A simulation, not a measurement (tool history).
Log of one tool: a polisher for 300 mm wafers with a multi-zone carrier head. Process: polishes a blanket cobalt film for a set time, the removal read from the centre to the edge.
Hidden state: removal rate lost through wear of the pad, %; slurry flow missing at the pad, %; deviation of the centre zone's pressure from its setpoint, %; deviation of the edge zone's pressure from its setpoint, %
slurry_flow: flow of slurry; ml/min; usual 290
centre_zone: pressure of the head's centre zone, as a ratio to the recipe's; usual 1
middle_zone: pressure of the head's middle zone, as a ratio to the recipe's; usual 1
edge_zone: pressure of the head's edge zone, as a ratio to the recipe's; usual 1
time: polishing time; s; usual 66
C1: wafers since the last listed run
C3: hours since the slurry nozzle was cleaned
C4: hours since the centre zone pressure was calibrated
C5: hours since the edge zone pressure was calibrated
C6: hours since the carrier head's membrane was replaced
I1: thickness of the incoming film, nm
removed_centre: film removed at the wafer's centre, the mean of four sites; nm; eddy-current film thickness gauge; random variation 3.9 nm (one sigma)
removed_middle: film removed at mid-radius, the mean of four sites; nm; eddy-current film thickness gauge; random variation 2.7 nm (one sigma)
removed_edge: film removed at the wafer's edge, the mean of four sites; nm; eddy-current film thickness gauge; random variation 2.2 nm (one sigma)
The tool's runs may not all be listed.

{"run": 1, "hour": 0.0, "slurry_flow": 290, "centre_zone": 1, "middle_zone": 1, "edge_zone": 1, "time": 58, "C1": 0, "wafers polished on this pad": 781, "C3": 469.6, "C4": 659.1, "C5": 1276.9, "C6": 1064.9, "I1": 941.4, "removed_centre": 267.9, "removed_middle": 275.1, "removed_edge": 282}
{"hour": 16.8, "done": "worn pad replaced by a new one"}
{"run": 2, "hour": 17.3, "slurry_flow": 290, "centre_zone": 1, "middle_zone": 1, "edge_zone": 1, "time": 80, "C1": 89, "wafers polished on this pad": 3, "C3": 486.9, "C4": 676.4, "C5": 1294.2, "C6": 1082.2, "I1": 975, "removed_centre": 401.5, "removed_middle": 397.2, "removed_edge": 412.8}
{"run": 3, "hour": 39.3, "slurry_flow": 245, "centre_zone": 1, "middle_zone": 1, "edge_zone": 1, "time": 66, "C1": 148, "wafers polished on this pad": 152, "C3": 508.9, "C4": 698.4, "C5": 1316.2, "C6": 1104.2, "I1": 942.7, "removed_centre": 318.6, "removed_middle": 323, "removed_edge": 331.5}
{"hour": 47.4, "done": "slurry nozzle cleaned"}
{"run": 4, "hour": 57.0, "slurry_flow": 245, "centre_zone": 1, "middle_zone": 1, "edge_zone": 1, "time": 66, "C1": 112, "wafers polished on this pad": 265, "C3": 9.6, "C4": 716.1, "C5": 1333.9, "C6": 1121.9, "I1": 958.5, "removed_centre": 315.1, "removed_middle": 319.8, "removed_edge": 327.8}
{"run": 5, "hour": 79.8, "slurry_flow": 290, "centre_zone": 1, "middle_zone": 1, "edge_zone": 1, "time": 66, "C1": 154, "wafers polished on this pad": 419, "C3": 32.4, "C4": 738.9, "C5": 1356.7, "C6": 1144.7, "I1": 973.7, "removed_centre": 324.3, "removed_middle": 329.9, "removed_edge": 331.4}
{"hour": 89.1, "done": "edge zone pressure recalibrated"}
{"run": 6, "hour": 109.7, "slurry_flow": 290, "centre_zone": 1, "middle_zone": 1, "edge_zone": 1, "time": 66, "C1": 188, "wafers polished on this pad": 607, "C3": 62.3, "C4": 768.8, "C5": 20.6, "C6": 1174.6, "I1": 965, "removed_centre": 314.8, "removed_middle": 317.5, "removed_edge": 327.7}
{"hour": 127.4, "done": "worn pad replaced by a new one"}
{"run": 7, "hour": 131.8, "slurry_flow": 290, "centre_zone": 1, "middle_zone": 1, "edge_zone": 1, "time": 66, "C1": 122, "wafers polished on this pad": 29, "C3": 84.4, "C4": 790.9, "C5": 42.7, "C6": 1196.7, "I1": 958.8, "removed_centre": 330, "removed_middle": 331.2, "removed_edge": 340.1}
{"run": 8, "hour": 164.1, "slurry_flow": 390, "centre_zone": 0.88, "middle_zone": 1, "edge_zone": 1.06, "time": 66, "C1": 218, "wafers polished on this pad": 247, "C3": 116.7, "C4": 823.2, "C5": 75, "C6": 1229, "I1": 952.2, "removed_centre": 293.7, "removed_middle": 334, "removed_edge": 350.4}
{"run": 9, "hour": 184.4, "slurry_flow": 290, "centre_zone": 1, "middle_zone": 1, "edge_zone": 1, "time": 66, "C1": 137, "wafers polished on this pad": 385, "C3": 137, "C4": 843.5, "C5": 95.3, "C6": 1249.3, "I1": 955.4, "removed_centre": 322.5, "removed_middle": 328.9, "removed_edge": 334.4}
{"run": 10, "hour": 207.5, "slurry_flow": 290, "centre_zone": 1, "middle_zone": 1, "edge_zone": 1, "time": 58, "C1": 156, "wafers polished on this pad": 541, "C3": 160.1, "C4": 866.6, "C5": 118.4, "C6": 1272.4, "I1": 966.5, "removed_centre": 277.8, "removed_middle": 280.1, "removed_edge": 290.5}
{"run": 11, "hour": 225.1, "slurry_flow": 290, "centre_zone": 1, "middle_zone": 1, "edge_zone": 1, "time": 82, "C1": 118, "wafers polished on this pad": 660, "C3": 177.7, "C4": 884.2, "C5": 136, "C6": 1290, "I1": 953.5, "removed_centre": 382.7, "removed_middle": 392, "removed_edge": 403.9}
{"hour": 232.6, "done": "centre zone pressure recalibrated"}
{"run": 12, "hour": 239.8, "slurry_flow": 290, "centre_zone": 1, "middle_zone": 1.12, "edge_zone": 1, "time": 78, "C1": 85, "wafers polished on this pad": 746, "C3": 192.4, "C4": 7.2, "C5": 150.7, "C6": 1304.7, "I1": 972.7, "removed_centre": 372.9, "removed_middle": 411.3, "removed_edge": 377.8}
{"hour": 244.9, "done": "carrier head's membrane replaced by a new one"}
{"hour": 255.3, "done": "worn pad replaced by a new one"}
{"run": 13, "hour": 267.7, "slurry_flow": 200, "centre_zone": 1.1, "middle_zone": 1, "edge_zone": 1.09, "time": 66, "C1": 127, "wafers polished on this pad": 83, "C3": 220.3, "C4": 35.1, "C5": 178.6, "C6": 22.8, "I1": 953.3, "removed_centre": 342.9, "removed_middle": 309.3, "removed_edge": 333.3}
{"run": 14, "hour": 285.1, "slurry_flow": 225, "centre_zone": 0.9, "middle_zone": 1, "edge_zone": 0.96, "time": 66, "C1": 117, "wafers polished on this pad": 201, "C3": 237.7, "C4": 52.5, "C5": 196, "C6": 40.2, "I1": 976.1, "removed_centre": 281.1, "removed_middle": 315.4, "removed_edge": 324.5}
{"run": 15, "hour": 303.1, "slurry_flow": 290, "centre_zone": 1, "middle_zone": 1.06, "edge_zone": 1, "time": 66, "C1": 121, "wafers polished on this pad": 323, "C3": 255.7, "C4": 70.5, "C5": 214, "C6": 58.2, "I1": 962.8, "removed_centre": 320.1, "removed_middle": 341.5, "removed_edge": 330.5}
{"run": 16, "hour": 318.2, "slurry_flow": 255, "centre_zone": 1, "middle_zone": 1, "edge_zone": 0.94, "time": 83, "C1": 102, "wafers polished on this pad": 425, "C3": 270.8, "C4": 85.6, "C5": 229.1, "C6": 73.3, "I1": 964.2, "removed_centre": 402.9, "removed_middle": 401.3, "removed_edge": 407.8}
{"run": 17, "hour": 337.2, "slurry_flow": 290, "centre_zone": 0.91, "middle_zone": 0.94, "edge_zone": 1.1, "time": 74, "C1": 128, "wafers polished on this pad": 553, "C3": 289.8, "C4": 104.6, "C5": 248.1, "C6": 92.3, "I1": 978.9, "removed_centre": 325.1, "removed_middle": 346, "removed_edge": 376}
{"run": 18, "hour": 354.4, "slurry_flow": 290, "centre_zone": 1, "middle_zone": 1, "edge_zone": 1, "time": 66, "C1": 116, "wafers polished on this pad": 669, "C3": 307, "C4": 121.8, "C5": 265.3, "C6": 109.5, "I1": 942.6, "removed_centre": 316.7, "removed_middle": 316.6, "removed_edge": 322.7}
{"hour": 376.8, "done": "worn pad replaced by a new one"}
{"run": 19, "hour": 383.8, "slurry_flow": 290, "centre_zone": 1, "middle_zone": 1.11, "edge_zone": 1.05, "time": 87, "C1": 171, "wafers polished on this pad": 47, "C3": 336.4, "C4": 151.2, "C5": 294.7, "C6": 138.9, "I1": 942.8, "removed_centre": 426.8, "removed_middle": 469.4, "removed_edge": 450.4}
{"run": 20, "hour": 399.1, "slurry_flow": 345, "centre_zone": 0.95, "middle_zone": 1, "edge_zone": 1, "time": 66, "C1": 103, "wafers polished on this pad": 150, "C3": 351.7, "C4": 166.5, "C5": 310, "C6": 154.2, "I1": 960.3, "removed_centre": 311.7, "removed_middle": 333.1, "removed_edge": 338.7}
{"run": 21, "hour": 426.5, "slurry_flow": 325, "centre_zone": 1.1, "middle_zone": 0.95, "edge_zone": 1, "time": 66, "C1": 185, "wafers polished on this pad": 335, "C3": 379.1, "C4": 193.9, "C5": 337.4, "C6": 181.6, "I1": 955.2, "removed_centre": 360.8, "removed_middle": 319, "removed_edge": 335}
{"run": 22, "hour": 462.2, "slurry_flow": 325, "centre_zone": 1.07, "middle_zone": 1, "edge_zone": 1.12, "time": 66, "C1": 241, "wafers polished on this pad": 576, "C3": 414.8, "C4": 229.6, "C5": 373.1, "C6": 217.3, "I1": 965.5, "removed_centre": 339.7, "removed_middle": 323.5, "removed_edge": 344}

Forecast each of these 4 alternatives for the next run:
{"run": "A", "hour": 462.6, "slurry_flow": 290, "centre_zone": 1, "middle_zone": 1, "edge_zone": 1, "time": 66, "C1": 2, "wafers polished on this pad": 579, "C3": 415.2, "C4": 230, "C5": 373.5, "C6": 217.7, "I1": 963.7, "removed_centre": "?", "removed_middle": "?", "removed_edge": "?"}
{"run": "B", "hour": 462.6, "slurry_flow": 290, "centre_zone": 1, "middle_zone": 1, "edge_zone": 1, "time": 45, "C1": 2, "wafers polished on this pad": 579, "C3": 415.2, "C4": 230, "C5": 373.5, "C6": 217.7, "I1": 963.7, "removed_centre": "?", "removed_middle": "?", "removed_edge": "?"}
{"run": "C", "hour": 462.6, "slurry_flow": 290, "centre_zone": 0.97, "middle_zone": 1, "edge_zone": 1, "time": 66, "C1": 2, "wafers polished on this pad": 579, "C3": 415.2, "C4": 230, "C5": 373.5, "C6": 217.7, "I1": 963.7, "removed_centre": "?", "removed_middle": "?", "removed_edge": "?"}
{"run": "D", "hour": 462.6, "slurry_flow": 290, "centre_zone": 1, "middle_zone": 1, "edge_zone": 1.04, "time": 66, "C1": 2, "wafers polished on this pad": 579, "C3": 415.2, "C4": 230, "C5": 373.5, "C6": 217.7, "I1": 963.7, "removed_centre": "?", "removed_middle": "?", "removed_edge": "?"}

run=A removed_centre=316.4 removed_middle=318.1 removed_edge=322.8
run=B removed_centre=215.7 removed_middle=216.9 removed_edge=220.1
run=C removed_centre=306.8 removed_middle=318.1 removed_edge=322.8
run=D removed_centre=316.4 removed_middle=318.1 removed_edge=326.8
Without the tool's hidden state the same runs would have given:
run=A removed_centre=328.9 removed_middle=330.6 removed_edge=335.6
run=B removed_centre=224.2 removed_middle=225.4 removed_edge=228.8
run=C removed_centre=318.9 removed_middle=330.7 removed_edge=335.6
run=D removed_centre=328.9 removed_middle=330.6 removed_edge=339.7
